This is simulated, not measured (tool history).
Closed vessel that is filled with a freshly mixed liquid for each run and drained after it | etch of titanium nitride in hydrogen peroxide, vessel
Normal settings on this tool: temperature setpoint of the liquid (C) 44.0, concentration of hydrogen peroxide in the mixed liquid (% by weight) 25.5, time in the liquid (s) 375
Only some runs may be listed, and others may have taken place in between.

run	day	temperature setpoint of the liquid (C)	concentration of hydrogen peroxide in the mixed liquid (% by weight)	time in the liquid (s)	wafers since the last listed run	hours since the thermometer was replaced	hours since the peroxide flow meter was replaced	hours since the drum of peroxide was connected	hours since the gauge calibration	read-back film thickness of the titanium nitride reference wafer, read on the same gauge (nm)	thickness taken off the titanium nitride on a monitor wafer (Å)
1	0.000	44.0	25.5	375	0	329.9	370.7	92.6	994.0	60.00	66.1
2	1.917	44.0	25.5	375	3643	375.9	416.7	138.6	1040.0	60.02	67.1
3	5.704	44.0	25.5	280	7198	466.8	507.6	229.5	1130.9	60.01	50.7
4	9.754	44.0	25.5	375	7697	564.0	604.8	326.7	1228.1	59.99	66.5
5	13.433	44.0	25.5	375	6993	652.3	693.1	415.0	1316.4	59.96	66.4
6	17.296	44.0	25.5	375	7341	745.0	785.8	507.7	1409.1	60.00	67.0
7	19.700	44.0	25.5	375	4569	802.7	843.5	565.4	1466.8	60.05	66.7
8	21.842	44.0	25.5	450	4070	854.1	894.9	616.8	1518.2	60.01	80.1
9	24.604	44.0	25.5	450	5250	920.4	961.2	683.1	1584.5	59.98	80.8
10	26.742	44.0	25.5	270	4062	971.7	1012.5	734.4	1635.8	59.98	48.0
# day 29.233: thermometer replaced
11	31.221	49.5	25.5	475	8434	47.7	1120.0	841.9	1743.3	60.07	128.0
# day 31.608: peroxide flow meter replaced
12	35.338	49.5	25.5	475	7745	146.5	89.5	940.7	1842.1	59.96	126.2
13	37.067	44.0	25.5	375	3286	188.0	131.0	982.2	1883.6	59.97	67.0
# day 38.188: new drum of peroxide connected
14	39.546	44.0	25.5	375	4633	247.5	190.5	32.6	1943.1	60.00	66.1
15	43.442	44.0	25.5	495	7404	341.0	284.0	126.1	2036.6	60.01	89.7
16	45.121	51.0	20.5	300	3191	381.3	324.3	166.4	2076.9	60.02	85.5
# day 53.062: gauge calibrated
17	55.071	34.5	22.0	190	18912	620.1	563.1	405.2	48.2	60.02	15.8
18	58.192	34.0	18.5	185	5931	695.0	638.0	480.1	123.1	59.97	14.0
19	60.217	39.0	23.5	575	3848	743.6	686.6	528.7	171.7	59.96	68.1
20	64.412	44.0	25.5	375	7975	844.3	787.3	629.4	272.4	59.97	67.8
21	66.108	38.5	25.5	300	3223	885.0	828.0	670.1	313.1	59.96	34.6
22	69.712	39.0	23.5	575	6850	971.5	914.5	756.6	399.6	59.98	69.7
23	72.421	44.0	25.5	375	5147	1036.5	979.5	821.6	464.6	59.98	67.2
# day 72.738: thermometer replaced
# day 75.662: peroxide flow meter replaced
24	76.850	52.5	23.5	160	8260	98.7	28.5	927.9	570.9	60.02	52.5
25	80.192	53.5	22.5	205	6351	178.9	108.7	1008.1	651.1	59.99	70.9
# day 80.992: new drum of peroxide connected
26	82.004	36.0	22.0	585	3365	222.4	152.2	24.3	694.6	60.03	54.7
27	83.621	44.0	22.0	560	3072	261.2	191.0	63.1	733.4	60.01	96.5
28	86.188	44.0	25.5	375	4878	322.8	252.6	124.7	795.0	59.97	67.5
29	89.325	41.5	28.0	375	5963	398.1	327.9	200.0	870.3	60.01	56.4

Branching from run 29: 4 alternative next runs. What would each branch give?
A	89.358	44.0	30.0	375	63	398.9	328.7	200.8	871.1	?	?
B	89.358	39.0	19.0	560	63	398.9	328.7	200.8	871.1	?	?
C	89.358	44.0	29.5	375	63	398.9	328.7	200.8	871.1	?	?
D	89.358	40.0	25.5	245	63	398.9	328.7	200.8	871.1	?	?

run	read-back film thickness of the titanium nitride reference wafer, read on the same gauge (nm)	thickness taken off the titanium nitride on a monitor wafer (Å)
A	60.00	69.3
B	60.00	64.0
C	60.00	69.0
D	60.00	32.2
What these runs would have given with no unlogged condition in the tool:
run	thickness taken off the titanium nitride on a monitor wafer (Å)
A	69.3
B	64.0
C	69.0
D	32.2

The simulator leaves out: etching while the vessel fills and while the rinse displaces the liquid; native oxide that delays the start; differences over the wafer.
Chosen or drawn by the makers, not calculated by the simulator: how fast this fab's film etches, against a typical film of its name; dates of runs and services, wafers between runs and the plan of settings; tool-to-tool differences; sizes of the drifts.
